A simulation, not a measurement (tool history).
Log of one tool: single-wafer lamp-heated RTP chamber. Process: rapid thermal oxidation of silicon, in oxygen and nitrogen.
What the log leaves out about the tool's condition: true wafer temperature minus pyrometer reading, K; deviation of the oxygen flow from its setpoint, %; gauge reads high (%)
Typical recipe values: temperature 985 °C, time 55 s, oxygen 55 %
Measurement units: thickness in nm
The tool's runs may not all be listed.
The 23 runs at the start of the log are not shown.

run   hour  temperature  time  oxygen  wafers since the last listed run  wafers since the last pyrometer calibration  hours since the oxygen flow controller was replaced  hours since the gauge calibration  read-back reference wafer on the same gauge, thickness  thickness
 24  301.5          977    55      55                               137                                          672                                                 5432                              402.2                                                   4.562      3.984
     311.1  -- oxygen flow controller replaced
     312.6  -- pyrometer window cleaned and pyrometer calibrated, repeated, since the last time left the tool worse
 25  315.7          961    55      55                                41                                           27                                                  4.6                              416.4                                                    4.56      3.419
     317.3  -- gauge calibrated
 26  333.2          993    55      55                               154                                          181                                                 22.1                               15.9                                                    4.56      4.247
 27  345.5         1006    76      55                               108                                          289                                                 34.4                               28.2                                                   4.555      5.281
 28  356.5          985    55      55                                96                                          386                                                 45.4                               39.2                                                   4.559      4.004
 29  364.8          985    55      55                                73                                          459                                                 53.7                               47.5                                                    4.56      3.989
 30  375.4          985    55      55                                93                                          553                                                 64.3                               58.1                                                   4.556      4.013
 31  381.8          973    39      63                                56                                          609                                                 70.7                               64.5                                                    4.56      3.394
 32  398.8          985    55      55                               149                                          759                                                 87.7                               81.5                                                   4.556       4.02

Predict each of these 3 candidate next runs independently; none follows another, all start after run 32:
  A  399.2          996    55      55                                 3                                          762                                                 88.1                               81.9                                                       ?          ?
  B  399.2          985    75      38                                 3                                          762                                                 88.1                               81.9                                                       ?          ?
  C  399.2          972    36      32                                 3                                          762                                                 88.1                               81.9                                                       ?          ?

run  read-back reference wafer on the same gauge, thickness  thickness
  A                                                   4.561      4.328
  B                                                   4.561      4.054
  C                                                   4.561      2.776
With the hidden condition removed and each run's random variation left untouched, the same runs would have given:
run  thickness
  A      4.292
  B      4.022
  C      2.761
